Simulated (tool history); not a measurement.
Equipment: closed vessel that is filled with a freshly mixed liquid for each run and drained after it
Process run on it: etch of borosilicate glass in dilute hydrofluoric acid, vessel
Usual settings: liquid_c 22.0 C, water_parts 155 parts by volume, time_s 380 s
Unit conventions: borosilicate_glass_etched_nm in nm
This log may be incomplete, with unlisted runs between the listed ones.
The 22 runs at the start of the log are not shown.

| run | hour | liquid_c | water_parts | time_s | read-back film thickness of the borosilicate glass reference wafer, read on the same gauge (nm) | borosilicate_glass_etched_nm |
|---|---|---|---|---|---|---|
| 23 | 1087.6 | 20.0 | 155 | 295 | 150.01 | 41.51 |
|  | 1107.2 | thermometer replaced |
|  | 1137.7 | gauge calibrated |
| 24 | 1141.9 | 17.0 | 225 | 540 | 149.98 | 47.70 |
| 25 | 1204.4 | 22.0 | 155 | 380 | 150.00 | 62.23 |
| 26 | 1231.9 | 22.0 | 155 | 380 | 150.00 | 62.29 |
| 27 | 1288.0 | 25.0 | 175 | 225 | 150.00 | 34.98 |
| 28 | 1338.9 | 22.0 | 125 | 455 | 149.98 | 92.99 |
| 29 | 1488.4 | 25.0 | 155 | 380 | 150.00 | 67.76 |
| 30 | 1520.6 | 22.0 | 115 | 175 | 150.00 | 38.44 |

Each row is a separate what-if for the run after 30, all from the same tool condition, not one after another. Results?
| A | 1521.4 | 19.5 | 155 | 380 | ? | ? |
| B | 1521.4 | 20.0 | 130 | 240 | ? | ? |
| C | 1521.4 | 22.0 | 155 | 285 | ? | ? |
| D | 1521.4 | 26.0 | 80 | 490 | ? | ? |
| E | 1521.4 | 19.5 | 95 | 245 | ? | ? |

| run | read-back film thickness of the borosilicate glass reference wafer, read on the same gauge (nm) | borosilicate_glass_etched_nm |
|---|---|---|
| A | 149.98 | 53.28 |
| B | 149.98 | 41.99 |
| C | 149.98 | 44.17 |
| D | 149.98 | 188.08 |
| E | 149.98 | 59.60 |
Take away the tool's hidden state, keep each run's random variation, and the runs would have read:
| run | borosilicate_glass_etched_nm |
|---|---|
| A | 56.91 |
| B | 44.88 |
| C | 47.10 |
| D | 200.77 |
| E | 63.82 |
